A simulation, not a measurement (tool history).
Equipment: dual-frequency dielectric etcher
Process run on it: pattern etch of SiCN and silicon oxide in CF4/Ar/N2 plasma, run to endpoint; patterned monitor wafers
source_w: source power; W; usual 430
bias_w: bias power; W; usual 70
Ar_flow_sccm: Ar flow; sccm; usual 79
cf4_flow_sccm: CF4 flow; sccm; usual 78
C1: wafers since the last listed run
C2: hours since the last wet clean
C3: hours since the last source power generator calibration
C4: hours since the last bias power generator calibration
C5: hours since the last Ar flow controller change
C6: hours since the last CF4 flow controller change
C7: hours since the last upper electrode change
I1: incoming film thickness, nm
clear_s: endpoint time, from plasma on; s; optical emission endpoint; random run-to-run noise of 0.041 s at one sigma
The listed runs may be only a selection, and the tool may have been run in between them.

{"run": 1, "hour": 0.0, "source_w": 430, "bias_w": 70, "Ar_flow_sccm": 79, "cf4_flow_sccm": 78, "C1": 0, "C2": 314.4, "C3": 4380.7, "C4": 3703.1, "C5": 1863.6, "C6": 5041.5, "C7": 3093.7, "I1": 9.96, "clear_s": 12.5}
{"run": 2, "hour": 88.2, "source_w": 360, "bias_w": 70, "Ar_flow_sccm": 79, "cf4_flow_sccm": 84, "C1": 1105, "C2": 402.6, "C3": 4468.9, "C4": 3791.3, "C5": 1951.8, "C6": 5129.7, "C7": 3181.9, "I1": 9.95, "clear_s": 14.2}
{"hour": 133.7, "done": "wet clean of the chamber"}
{"run": 3, "hour": 334.8, "source_w": 430, "bias_w": 70, "Ar_flow_sccm": 79, "cf4_flow_sccm": 78, "C1": 2791, "C2": 201.1, "C3": 4715.5, "C4": 4037.9, "C5": 2198.4, "C6": 5376.3, "C7": 3428.5, "I1": 10.05, "clear_s": 12.6}
{"run": 4, "hour": 403.6, "source_w": 430, "bias_w": 70, "Ar_flow_sccm": 79, "cf4_flow_sccm": 78, "C1": 862, "C2": 269.9, "C3": 4784.3, "C4": 4106.7, "C5": 2267.2, "C6": 5445.1, "C7": 3497.3, "I1": 10.1, "clear_s": 12.6}
{"hour": 429.7, "done": "CF4 flow controller replaced"}
{"hour": 461.4, "done": "source power generator calibrated"}
{"run": 5, "hour": 506.5, "source_w": 430, "bias_w": 70, "Ar_flow_sccm": 79, "cf4_flow_sccm": 78, "C1": 1164, "C2": 372.8, "C3": 45.1, "C4": 4209.6, "C5": 2370.1, "C6": 76.8, "C7": 3600.2, "I1": 10.02, "clear_s": 12.7}
{"hour": 566.5, "done": "wet clean of the chamber"}
{"run": 6, "hour": 567.0, "source_w": 400, "bias_w": 70, "Ar_flow_sccm": 75, "cf4_flow_sccm": 78, "C1": 457, "C2": 0.5, "C3": 105.6, "C4": 4270.1, "C5": 2430.6, "C6": 137.3, "C7": 3660.7, "I1": 10.01, "clear_s": 13.1}
{"run": 7, "hour": 607.7, "source_w": 400, "bias_w": 70, "Ar_flow_sccm": 75, "cf4_flow_sccm": 78, "C1": 510, "C2": 41.2, "C3": 146.3, "C4": 4310.8, "C5": 2471.3, "C6": 178.0, "C7": 3701.4, "I1": 10.04, "clear_s": 13.1}
{"run": 8, "hour": 645.3, "source_w": 400, "bias_w": 70, "Ar_flow_sccm": 75, "cf4_flow_sccm": 78, "C1": 471, "C2": 78.8, "C3": 183.9, "C4": 4348.4, "C5": 2508.9, "C6": 215.6, "C7": 3739.0, "I1": 9.86, "clear_s": 12.9}
{"run": 9, "hour": 717.8, "source_w": 430, "bias_w": 70, "Ar_flow_sccm": 79, "cf4_flow_sccm": 78, "C1": 909, "C2": 151.3, "C3": 256.4, "C4": 4420.9, "C5": 2581.4, "C6": 288.1, "C7": 3811.5, "I1": 9.9, "clear_s": 12.5}
{"run": 10, "hour": 775.1, "source_w": 430, "bias_w": 70, "Ar_flow_sccm": 79, "cf4_flow_sccm": 78, "C1": 718, "C2": 208.6, "C3": 313.7, "C4": 4478.2, "C5": 2638.7, "C6": 345.4, "C7": 3868.8, "I1": 9.96, "clear_s": 12.6}
{"run": 11, "hour": 815.6, "source_w": 430, "bias_w": 70, "Ar_flow_sccm": 79, "cf4_flow_sccm": 78, "C1": 507, "C2": 249.1, "C3": 354.2, "C4": 4518.7, "C5": 2679.2, "C6": 385.9, "C7": 3909.3, "I1": 10.04, "clear_s": 12.7}
{"run": 12, "hour": 864.1, "source_w": 500, "bias_w": 54, "Ar_flow_sccm": 60, "cf4_flow_sccm": 65, "C1": 608, "C2": 297.6, "C3": 402.7, "C4": 4567.2, "C5": 2727.7, "C6": 434.4, "C7": 3957.8, "I1": 10.01, "clear_s": 11.9}
{"hour": 905.5, "done": "bias power generator calibrated"}
{"run": 13, "hour": 936.1, "source_w": 430, "bias_w": 70, "Ar_flow_sccm": 79, "cf4_flow_sccm": 78, "C1": 852, "C2": 369.6, "C3": 474.7, "C4": 30.6, "C5": 2799.7, "C6": 506.4, "C7": 4029.8, "I1": 9.94, "clear_s": 12.6}
{"hour": 966.5, "done": "wet clean of the chamber"}
{"hour": 1014.8, "done": "Ar flow controller replaced"}
{"run": 14, "hour": 1043.9, "source_w": 320, "bias_w": 78, "Ar_flow_sccm": 79, "cf4_flow_sccm": 78, "C1": 975, "C2": 77.4, "C3": 582.5, "C4": 138.4, "C5": 29.1, "C6": 614.2, "C7": 4137.6, "I1": 10.04, "clear_s": 14.8}
{"run": 15, "hour": 1124.1, "source_w": 330, "bias_w": 70, "Ar_flow_sccm": 95, "cf4_flow_sccm": 78, "C1": 1005, "C2": 157.6, "C3": 662.7, "C4": 218.6, "C5": 109.3, "C6": 694.4, "C7": 4217.8, "I1": 9.84, "clear_s": 15.3}
{"run": 16, "hour": 1163.2, "source_w": 430, "bias_w": 59, "Ar_flow_sccm": 79, "cf4_flow_sccm": 87, "C1": 490, "C2": 196.7, "C3": 701.8, "C4": 257.7, "C5": 148.4, "C6": 733.5, "C7": 4256.9, "I1": 9.99, "clear_s": 13.0}
{"run": 17, "hour": 1255.9, "source_w": 430, "bias_w": 70, "Ar_flow_sccm": 60, "cf4_flow_sccm": 78, "C1": 1162, "C2": 289.4, "C3": 794.5, "C4": 350.4, "C5": 241.1, "C6": 826.2, "C7": 4349.6, "I1": 10.04, "clear_s": 12.2}
{"hour": 1297.7, "done": "upper electrode replaced"}
{"hour": 1381.9, "done": "wet clean of the chamber"}
{"run": 18, "hour": 1382.4, "source_w": 430, "bias_w": 70, "Ar_flow_sccm": 79, "cf4_flow_sccm": 91, "C1": 984, "C2": 0.5, "C3": 921.0, "C4": 476.9, "C5": 367.6, "C6": 952.7, "C7": 84.7, "I1": 10.0, "clear_s": 12.3}
{"run": 19, "hour": 1412.6, "source_w": 430, "bias_w": 86, "Ar_flow_sccm": 79, "cf4_flow_sccm": 78, "C1": 378, "C2": 30.7, "C3": 951.2, "C4": 507.1, "C5": 397.8, "C6": 982.9, "C7": 114.9, "I1": 10.12, "clear_s": 11.9}
{"run": 20, "hour": 1492.6, "source_w": 430, "bias_w": 70, "Ar_flow_sccm": 79, "cf4_flow_sccm": 78, "C1": 1003, "C2": 110.7, "C3": 1031.2, "C4": 587.1, "C5": 477.8, "C6": 1062.9, "C7": 194.9, "I1": 9.94, "clear_s": 12.4}
{"run": 21, "hour": 1583.1, "source_w": 430, "bias_w": 70, "Ar_flow_sccm": 93, "cf4_flow_sccm": 91, "C1": 1134, "C2": 201.2, "C3": 1121.7, "C4": 677.6, "C5": 568.3, "C6": 1153.4, "C7": 285.4, "I1": 10.06, "clear_s": 12.8}
{"run": 22, "hour": 1642.7, "source_w": 470, "bias_w": 61, "Ar_flow_sccm": 94, "cf4_flow_sccm": 86, "C1": 747, "C2": 260.8, "C3": 1181.3, "C4": 737.2, "C5": 627.9, "C6": 1213.0, "C7": 345.0, "I1": 10.01, "clear_s": 12.5}
{"hour": 1733.9, "done": "wet clean of the chamber"}
{"run": 23, "hour": 1743.3, "source_w": 430, "bias_w": 83, "Ar_flow_sccm": 79, "cf4_flow_sccm": 95, "C1": 960, "C2": 9.4, "C3": 1281.9, "C4": 837.8, "C5": 728.5, "C6": 1313.6, "C7": 445.6, "I1": 10.06, "clear_s": 11.7}

Consider 5 possible next runs. They are alternatives, not a sequence: every one starts from the tool as it was left by run 23. What does each give?
{"run": "A", "hour": 1743.7, "source_w": 430, "bias_w": 70, "Ar_flow_sccm": 79, "cf4_flow_sccm": 78, "C1": 5, "C2": 9.8, "C3": 1282.3, "C4": 838.2, "C5": 728.9, "C6": 1314.0, "C7": 446.0, "I1": 10.03, "clear_s": "?"}
{"run": "B", "hour": 1743.7, "source_w": 430, "bias_w": 70, "Ar_flow_sccm": 69, "cf4_flow_sccm": 95, "C1": 5, "C2": 9.8, "C3": 1282.3, "C4": 838.2, "C5": 728.9, "C6": 1314.0, "C7": 446.0, "I1": 10.03, "clear_s": "?"}
{"run": "C", "hour": 1743.7, "source_w": 510, "bias_w": 70, "Ar_flow_sccm": 98, "cf4_flow_sccm": 59, "C1": 5, "C2": 9.8, "C3": 1282.3, "C4": 838.2, "C5": 728.9, "C6": 1314.0, "C7": 446.0, "I1": 10.03, "clear_s": "?"}
{"run": "D", "hour": 1743.7, "source_w": 430, "bias_w": 70, "Ar_flow_sccm": 88, "cf4_flow_sccm": 78, "C1": 5, "C2": 9.8, "C3": 1282.3, "C4": 838.2, "C5": 728.9, "C6": 1314.0, "C7": 446.0, "I1": 10.03, "clear_s": "?"}
{"run": "E", "hour": 1743.7, "source_w": 530, "bias_w": 70, "Ar_flow_sccm": 79, "cf4_flow_sccm": 86, "C1": 5, "C2": 9.8, "C3": 1282.3, "C4": 838.2, "C5": 728.9, "C6": 1314.0, "C7": 446.0, "I1": 10.03, "clear_s": "?"}

run=A clear_s=12.5
run=B clear_s=12.0
run=C clear_s=11.9
run=D clear_s=12.7
run=E clear_s=10.6
With no hidden state in the tool, these same runs would have given:
run=A clear_s=12.5
run=B clear_s=12.0
run=C clear_s=12.0
run=D clear_s=12.8
run=E clear_s=10.7
